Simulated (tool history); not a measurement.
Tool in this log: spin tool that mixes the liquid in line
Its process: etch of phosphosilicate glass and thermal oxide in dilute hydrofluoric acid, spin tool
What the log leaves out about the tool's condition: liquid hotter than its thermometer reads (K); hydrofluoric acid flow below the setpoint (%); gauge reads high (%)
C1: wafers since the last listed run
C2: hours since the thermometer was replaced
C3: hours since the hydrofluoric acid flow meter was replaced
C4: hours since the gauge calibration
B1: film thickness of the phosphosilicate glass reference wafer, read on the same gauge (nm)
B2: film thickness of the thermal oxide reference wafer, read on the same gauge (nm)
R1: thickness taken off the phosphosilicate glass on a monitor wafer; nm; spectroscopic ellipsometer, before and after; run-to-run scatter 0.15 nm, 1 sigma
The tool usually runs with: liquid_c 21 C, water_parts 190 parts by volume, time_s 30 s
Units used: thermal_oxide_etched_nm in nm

Run 1, hour 0: usual settings but water_parts 135 parts by volume; C1 0; C2 1059.3; C3 263.7; C4 3768.2; B1 80; B2 70.043. Result: R1 25.72 nm, thermal_oxide_etched_nm 0.962 nm.
Run 2, hour 289.5: usual settings but water_parts 135 parts by volume; C1 4485; C2 1348.8; C3 553.2; C4 4057.7; B1 79.99; B2 69.989. Result: R1 25.86 nm, thermal_oxide_etched_nm 0.846 nm.
At hour 333.1: gauge calibrated.
Run 3, hour 348.8: usual settings but water_parts 135 parts by volume; C1 918; C2 1408.1; C3 612.5; C4 15.7; B1 80; B2 70.022. Result: R1 25.39 nm, thermal_oxide_etched_nm 0.86 nm.
Run 4, hour 392.1: usual settings; C1 670; C2 1451.4; C3 655.8; C4 59; B1 80.01; B2 69.959. Result: R1 17.02 nm, thermal_oxide_etched_nm 0.593 nm.
Run 5, hour 449.1: usual settings; C1 883; C2 1508.4; C3 712.8; C4 116; B1 80; B2 70.004. Result: R1 16.97 nm, thermal_oxide_etched_nm 0.629 nm.
Run 6, hour 491.4: usual settings; C1 655; C2 1550.7; C3 755.1; C4 158.3; B1 80.01; B2 70.04. Result: R1 16.74 nm, thermal_oxide_etched_nm 0.599 nm.
Run 7, hour 545.1: usual settings; C1 832; C2 1604.4; C3 808.8; C4 212; B1 79.99; B2 69.988. Result: R1 16.74 nm, thermal_oxide_etched_nm 0.637 nm.
Run 8, hour 633.9: usual settings; C1 1375; C2 1693.2; C3 897.6; C4 300.8; B1 80; B2 69.99. Result: R1 16.81 nm, thermal_oxide_etched_nm 0.597 nm.
Run 9, hour 726.4: usual settings; C1 1433; C2 1785.7; C3 990.1; C4 393.3; B1 80.03; B2 69.997. Result: R1 16.83 nm, thermal_oxide_etched_nm 0.626 nm.
Run 10, hour 763.6: usual settings but liquid_c 18 C, water_parts 260 parts by volume, time_s 45 s; C1 576; C2 1822.9; C3 1027.3; C4 430.5; B1 80; B2 70.058. Result: R1 15.3 nm, thermal_oxide_etched_nm 0.507 nm.
Run 11, hour 813.1: usual settings but liquid_c 23 C, water_parts 220 parts by volume, time_s 45 s; C1 766; C2 1872.4; C3 1076.8; C4 480; B1 79.98; B2 70.048. Result: R1 22.62 nm, thermal_oxide_etched_nm 0.892 nm.
Run 12, hour 914.5: usual settings but liquid_c 19 C, water_parts 135 parts by volume; C1 1571; C2 1973.8; C3 1178.2; C4 581.4; B1 79.99; B2 70.022. Result: R1 22.88 nm, thermal_oxide_etched_nm 0.873 nm.
Run 13, hour 1009.9: usual settings but water_parts 250 parts by volume; C1 1478; C2 2069.2; C3 1273.6; C4 676.8; B1 80; B2 70.005. Result: R1 11.84 nm, thermal_oxide_etched_nm 0.449 nm.
Run 14, hour 1052.9: usual settings but liquid_c 17 C, water_parts 280 parts by volume; C1 666; C2 2112.2; C3 1316.6; C4 719.8; B1 80.01; B2 69.944. Result: R1 8.84 nm, thermal_oxide_etched_nm 0.348 nm.
At hour 1149.8: thermometer replaced.
Run 15, hour 1153.3: usual settings but liquid_c 24.5 C; C1 1540; C2 3.5; C3 1417; C4 820.2; B1 80; B2 69.996. Result: R1 18.65 nm, thermal_oxide_etched_nm 0.686 nm.
Run 16, hour 1220: usual settings but liquid_c 18.5 C, time_s 45 s; C1 1033; C2 70.2; C3 1483.7; C4 886.9; B1 80.01; B2 69.995. Result: R1 22.07 nm, thermal_oxide_etched_nm 0.829 nm.
Run 17, hour 1273.3: usual settings but liquid_c 17 C, water_parts 240 parts by volume, time_s 40 s; C1 825; C2 123.5; C3 1537; C4 940.2; B1 80; B2 69.989. Result: R1 14.16 nm, thermal_oxide_etched_nm 0.515 nm.
Run 18, hour 1414.6: usual settings; C1 2189; C2 264.8; C3 1678.3; C4 1081.5; B1 79.99; B2 70.023. Result: R1 16.27 nm, thermal_oxide_etched_nm 0.601 nm.
Run 19, hour 1520.3: usual settings but water_parts 125 parts by volume, time_s 40 s; C1 1637; C2 370.5; C3 1784; C4 1187.2; B1 79.98; B2 69.965. Result: R1 35.22 nm, thermal_oxide_etched_nm 1.284 nm.
At hour 1585.8: hydrofluoric acid flow meter replaced.
Run 20, hour 1610.2: usual settings; C1 1377; C2 460.4; C3 24.4; C4 1277.1; B1 80.01; B2 70.025. Result: R1 17.62 nm, thermal_oxide_etched_nm 0.63 nm.
Run 21, hour 1708.3: usual settings but liquid_c 19 C, water_parts 235 parts by volume; C1 1519; C2 558.5; C3 122.5; C4 1375.2; B1 80; B2 69.995. Result: R1 12.6 nm, thermal_oxide_etched_nm 0.529 nm.
Run 22, hour 1792.3: usual settings; C1 1301; C2 642.5; C3 206.5; C4 1459.2; B1 79.99; B2 69.995. Result: R1 17.41 nm, thermal_oxide_etched_nm 0.64 nm.
Run 23, hour 1881.9: usual settings but liquid_c 17 C, water_parts 120 parts by volume, time_s 50 s; C1 1388; C2 732.1; C3 296.1; C4 1548.8; B1 80; B2 70.003. Result: R1 41.77 nm, thermal_oxide_etched_nm 1.444 nm.
Run 24, hour 1981.5: usual settings but liquid_c 24.5 C, water_parts 215 parts by volume, time_s 45 s; C1 1543; C2 831.7; C3 395.7; C4 1648.4; B1 79.98; B2 69.976. Result: R1 25.54 nm, thermal_oxide_etched_nm 0.995 nm.
Run 25, hour 2266.2: usual settings but water_parts 265 parts by volume; C1 4411; C2 1116.4; C3 680.4; C4 1933.1; B1 80.01; B2 69.997. Result: R1 11.33 nm, thermal_oxide_etched_nm 0.407 nm.
Run 26, hour 2317.3: usual settings but liquid_c 17 C, water_parts 105 parts by volume; C1 791; C2 1167.5; C3 731.5; C4 1984.2; B1 80.01; B2 69.965. Result: R1 28.69 nm, thermal_oxide_etched_nm 1.141 nm.
Run 27, hour 2355.7: usual settings but liquid_c 17 C; C1 594; C2 1205.9; C3 769.9; C4 2022.6; B1 80; B2 69.995. Result: R1 14.41 nm, thermal_oxide_etched_nm 0.461 nm.

Exercise: give the hidden state of the tool at every run:
liquid hotter than its thermometer reads (K): 0, the same for each run
gauge reads high (%): 0, the same for each run
H1: hydrofluoric acid flow below the setpoint (%)
run     H1
  1   1.36
  2   2.48
  3   2.71
  4   2.88
  5   3.11
  6   3.27
  7   3.48
  8   3.83
  9   4.19
 10   4.33
 11   4.52
 12   4.92
 13   5.29
 14   5.46
 15   5.85
 16   6.11
 17   6.32
 18   6.87
 19   7.28
 20  0.462
 21  0.844
 22   1.17
 23   1.52
 24   1.91
 25   3.02
 26   3.22
 27   3.37
